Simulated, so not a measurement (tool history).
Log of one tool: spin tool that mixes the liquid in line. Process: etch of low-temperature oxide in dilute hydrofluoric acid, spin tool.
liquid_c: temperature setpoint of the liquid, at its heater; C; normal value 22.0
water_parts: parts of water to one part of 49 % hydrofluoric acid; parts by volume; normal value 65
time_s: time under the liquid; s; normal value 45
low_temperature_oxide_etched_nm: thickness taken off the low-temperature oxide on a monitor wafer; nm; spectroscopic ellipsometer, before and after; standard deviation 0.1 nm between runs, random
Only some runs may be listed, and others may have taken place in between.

run	hour	liquid_c	water_parts	time_s	read-back film thickness of the low-temperature oxide reference wafer, read on the same gauge (nm)	low_temperature_oxide_etched_nm
1	0.0	22.0	65	60	80.03	25.61
2	264.7	22.0	65	60	80.01	25.92
3	363.2	22.0	65	45	80.01	19.63
4	401.0	22.0	65	45	80.02	19.62
5	445.6	22.0	65	45	79.99	19.67
6	482.9	25.5	65	45	80.00	22.75
7	539.8	25.5	65	45	80.00	22.73
# hour 567.6: gauge calibrated
# hour 593.9: hydrofluoric acid flow meter replaced
8	595.9	25.5	65	45	79.98	21.60
9	663.3	19.5	45	25	80.01	13.81
# hour 666.9: thermometer replaced
10	701.5	22.0	65	45	80.01	19.19
11	781.2	17.5	65	30	79.97	10.41
12	856.3	22.0	65	45	79.99	19.17
13	922.7	22.0	50	45	80.02	25.24
14	991.3	19.0	55	40	79.97	18.12
15	1054.0	27.0	50	25	80.00	17.56
16	1134.2	23.5	35	45	80.01	39.98
17	1214.4	26.5	65	45	79.99	23.31

Predict each of these 5 candidate next runs independently; none follows another, all start after run 17:
A	1214.8	22.0	65	45	?	?
B	1214.8	25.5	75	25	?	?
C	1214.8	24.0	65	45	?	?
D	1214.8	19.0	85	25	?	?
E	1214.8	22.0	40	25	?	?

run	read-back film thickness of the low-temperature oxide reference wafer, read on the same gauge (nm)	low_temperature_oxide_etched_nm
A	80.01	19.43
B	80.01	10.65
C	80.01	21.09
D	80.01	7.12
E	80.01	18.08
Without the tool's unlogged condition, the same runs would have read:
run	low_temperature_oxide_etched_nm
A	18.69
B	10.24
C	20.29
D	6.85
E	17.42

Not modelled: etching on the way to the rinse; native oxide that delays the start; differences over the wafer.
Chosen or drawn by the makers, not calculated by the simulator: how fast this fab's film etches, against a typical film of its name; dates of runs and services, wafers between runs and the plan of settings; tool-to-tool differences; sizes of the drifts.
